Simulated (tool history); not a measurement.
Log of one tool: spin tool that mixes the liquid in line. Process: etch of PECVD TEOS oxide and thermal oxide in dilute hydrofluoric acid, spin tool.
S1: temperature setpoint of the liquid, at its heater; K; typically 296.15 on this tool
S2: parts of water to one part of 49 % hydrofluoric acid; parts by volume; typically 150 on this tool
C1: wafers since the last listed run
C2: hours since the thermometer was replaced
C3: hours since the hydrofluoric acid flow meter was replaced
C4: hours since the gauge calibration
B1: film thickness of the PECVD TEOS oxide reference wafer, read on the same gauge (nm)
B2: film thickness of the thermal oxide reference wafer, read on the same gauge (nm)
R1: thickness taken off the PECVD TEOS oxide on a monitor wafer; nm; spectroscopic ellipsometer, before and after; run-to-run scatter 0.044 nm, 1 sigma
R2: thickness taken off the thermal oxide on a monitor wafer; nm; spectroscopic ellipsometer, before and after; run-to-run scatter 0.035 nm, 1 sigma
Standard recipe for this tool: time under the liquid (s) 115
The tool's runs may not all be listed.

Run 1, day 0.000: usual settings; C1 0; C2 1750.9; C3 594.0; C4 36.8; B1 99.99; B2 150.009. Result: R1 18.02 nm, R2 4.074 nm.
Run 2, day 0.250: usual settings; C1 64; C2 1756.9; C3 600.0; C4 42.8; B1 100.01; B2 150.006. Result: R1 17.94 nm, R2 4.021 nm.
Run 3, day 0.738: usual settings; C1 126; C2 1768.6; C3 611.7; C4 54.5; B1 99.96; B2 149.988. Result: R1 18.00 nm, R2 3.922 nm.
Run 4, day 1.033: usual settings; C1 76; C2 1775.7; C3 618.8; C4 61.6; B1 100.03; B2 149.960. Result: R1 18.08 nm, R2 4.062 nm.
Run 5, day 1.512: usual settings; C1 124; C2 1787.2; C3 630.3; C4 73.1; B1 100.01; B2 150.006. Result: R1 18.12 nm, R2 4.046 nm.
Run 6, day 2.083: usual settings; C1 148; C2 1800.9; C3 644.0; C4 86.8; B1 99.97; B2 149.981. Result: R1 18.04 nm, R2 4.070 nm.
Run 7, day 2.817: usual settings; C1 190; C2 1818.5; C3 661.6; C4 104.4; B1 99.98; B2 150.019. Result: R1 18.15 nm, R2 4.060 nm.
Run 8, day 3.175: usual settings; C1 93; C2 1827.1; C3 670.2; C4 113.0; B1 100.03; B2 149.983. Result: R1 18.17 nm, R2 4.047 nm.
Run 9, day 3.867: usual settings; C1 179; C2 1843.7; C3 686.8; C4 129.6; B1 100.04; B2 150.021. Result: R1 18.22 nm, R2 4.084 nm.
Run 10, day 4.204: usual settings; C1 87; C2 1851.8; C3 694.9; C4 137.7; B1 100.03; B2 150.039. Result: R1 18.21 nm, R2 4.086 nm.
Run 11, day 4.471: usual settings; C1 69; C2 1858.2; C3 701.3; C4 144.1; B1 100.05; B2 150.007. Result: R1 18.33 nm, R2 3.978 nm.
Run 12, day 4.942: usual settings but time under the liquid (s) 135; C1 122; C2 1869.5; C3 712.6; C4 155.4; B1 99.99; B2 150.004. Result: R1 21.59 nm, R2 4.764 nm.
At day 5.088: thermometer replaced.
Run 13, day 5.321: usual settings; C1 87; C2 5.6; C3 721.7; C4 164.5; B1 99.99; B2 149.963. Result: R1 16.46 nm, R2 3.644 nm.
Run 14, day 5.767: usual settings but S2 110 parts by volume; C1 115; C2 16.3; C3 732.4; C4 175.2; B1 100.02; B2 150.022. Result: R1 23.52 nm, R2 5.278 nm.
Run 15, day 6.075: usual settings but time under the liquid (s) 55; C1 80; C2 23.7; C3 739.8; C4 182.6; B1 99.98; B2 149.989. Result: R1 7.89 nm, R2 1.750 nm.
Run 16, day 6.554: usual settings but S1 299.15 K, S2 100 parts by volume, time under the liquid (s) 75; C1 124; C2 35.2; C3 751.3; C4 194.1; B1 100.05; B2 150.023. Result: R1 19.17 nm, R2 4.266 nm.
Run 17, day 6.892: usual settings but S1 299.65 K, S2 210 parts by volume; C1 87; C2 43.3; C3 759.4; C4 202.2; B1 100.02; B2 150.066. Result: R1 12.66 nm, R2 2.859 nm.
At day 7.062: hydrofluoric acid flow meter replaced.
Run 18, day 7.171: usual settings but S1 292.65 K; C1 61; C2 50.0; C3 2.6; C4 208.9; B1 99.94; B2 150.023. Result: R1 13.34 nm, R2 2.981 nm.
Run 19, day 7.500: usual settings; C1 85; C2 57.9; C3 10.5; C4 216.8; B1 100.02; B2 149.978. Result: R1 15.35 nm, R2 3.448 nm.
Run 20, day 8.200: usual settings but S1 293.65 K, time under the liquid (s) 155; C1 181; C2 74.7; C3 27.3; C4 233.6; B1 99.98; B2 149.974. Result: R1 18.77 nm, R2 4.148 nm.
Run 21, day 8.738: usual settings; C1 139; C2 87.6; C3 40.2; C4 246.5; B1 100.02; B2 149.992. Result: R1 15.46 nm, R2 3.481 nm.
At day 8.746: gauge calibrated.
Run 22, day 10.425: usual settings but time under the liquid (s) 165; C1 438; C2 128.1; C3 80.7; C4 40.3; B1 99.98; B2 150.059. Result: R1 22.29 nm, R2 4.884 nm.
Run 23, day 10.979: usual settings; C1 143; C2 141.4; C3 94.0; C4 53.6; B1 100.02; B2 149.991. Result: R1 15.64 nm, R2 3.461 nm.
Run 24, day 11.446: usual settings but S1 293.15 K, S2 115 parts by volume, time under the liquid (s) 85; C1 121; C2 152.6; C3 105.2; C4 64.8; B1 100.06; B2 149.978. Result: R1 13.92 nm, R2 3.106 nm.

Forecast each of these 3 alternatives for the next run:
Run A, day 11.462: usual settings but time under the liquid (s) 145; C1 4; C2 153.0; C3 105.6; C4 65.2; B1 ?; B2 ?. Result: R1 ?, R2 ?.
Run B, day 11.462: usual settings but S1 293.65 K; C1 4; C2 153.0; C3 105.6; C4 65.2; B1 ?; B2 ?. Result: R1 ?, R2 ?.
Run C, day 11.462: usual settings but S1 292.65 K, S2 200 parts by volume, time under the liquid (s) 85; C1 4; C2 153.0; C3 105.6; C4 65.2; B1 ?; B2 ?. Result: R1 ?, R2 ?.

run     B1       B2     R1     R2
  A  99.96  150.009  19.68  4.418
  B  99.96  150.009  14.16  3.178
  C  99.96  150.009   7.18  1.611
Without the tool's unlogged condition, the same runs would have read:
run     R1     R2
  A  19.04  4.275
  B  13.70  3.075
  C   6.94  1.558
